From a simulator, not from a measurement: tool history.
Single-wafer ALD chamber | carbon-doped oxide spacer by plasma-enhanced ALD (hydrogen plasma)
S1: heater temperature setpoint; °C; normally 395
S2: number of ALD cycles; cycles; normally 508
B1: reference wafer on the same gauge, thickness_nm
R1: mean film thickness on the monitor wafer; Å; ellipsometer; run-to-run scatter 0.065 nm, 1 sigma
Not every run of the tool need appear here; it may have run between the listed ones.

run,hour,S1,S2,B1,R1
1,0,395,508,22.559,256.33
2,41,395,508,22.547,255.08
3,80.1,395,508,22.534,255.44
4,140,395,508,22.482,255.53
5,219.4,395,508,22.429,253.95
6,257.9,395,508,22.433,255.48
# hour 293.2: gauge calibrated
7,313.7,395,508,22.888,260.99
8,389.4,395,508,22.87,259.59
9,474.4,395,508,22.811,259.69
10,637.2,395,508,22.73,258.48
11,743.2,395,508,22.688,257.74
12,816.7,395,508,22.653,257.29
13,907.3,395,461,22.604,233.62
# hour 933.9: thermocouple changed; heater temperature recalibrated
14,953.8,395,461,22.592,232.84
15,991,395,508,22.571,256.91
16,1081.5,401,600,22.534,300.28
17,1147.8,391,461,22.503,232.21
18,1247.7,395,508,22.448,255.07
19,1284.6,395,549,22.414,274.85
20,1354.2,401,451,22.394,224.43
21,1438.1,382,550,22.354,276.3
# hour 1505: gauge calibrated
22,1528.5,401,443,22.94,226.97
23,1589.1,408,472,22.914,235.36
24,1654.4,395,508,22.863,260.57
25,1723.7,395,508,22.851,260.08
26,1827.3,408,472,22.8,234.46
27,1868.7,391,604,22.772,307.33
28,1964.7,388,443,22.726,225.6
29,2024.8,395,508,22.705,258.91
30,2076.9,403,554,22.68,277.52

Branching from run 30: 5 alternative next runs. What would each branch give?
A,2078.1,401,508,?,?
B,2078.1,403,553,?,?
C,2078.1,403,599,?,?
D,2078.1,405,559,?,?
E,2078.1,387,439,?,?

run,B1,R1
A,22.673,256.72
B,22.673,277.57
C,22.673,300.66
D,22.673,278.67
E,22.673,223
With the hidden condition removed and each run's random variation left untouched, the same runs would have given:
run,R1
A,259.3
B,280.36
C,303.68
D,281.48
E,225.24
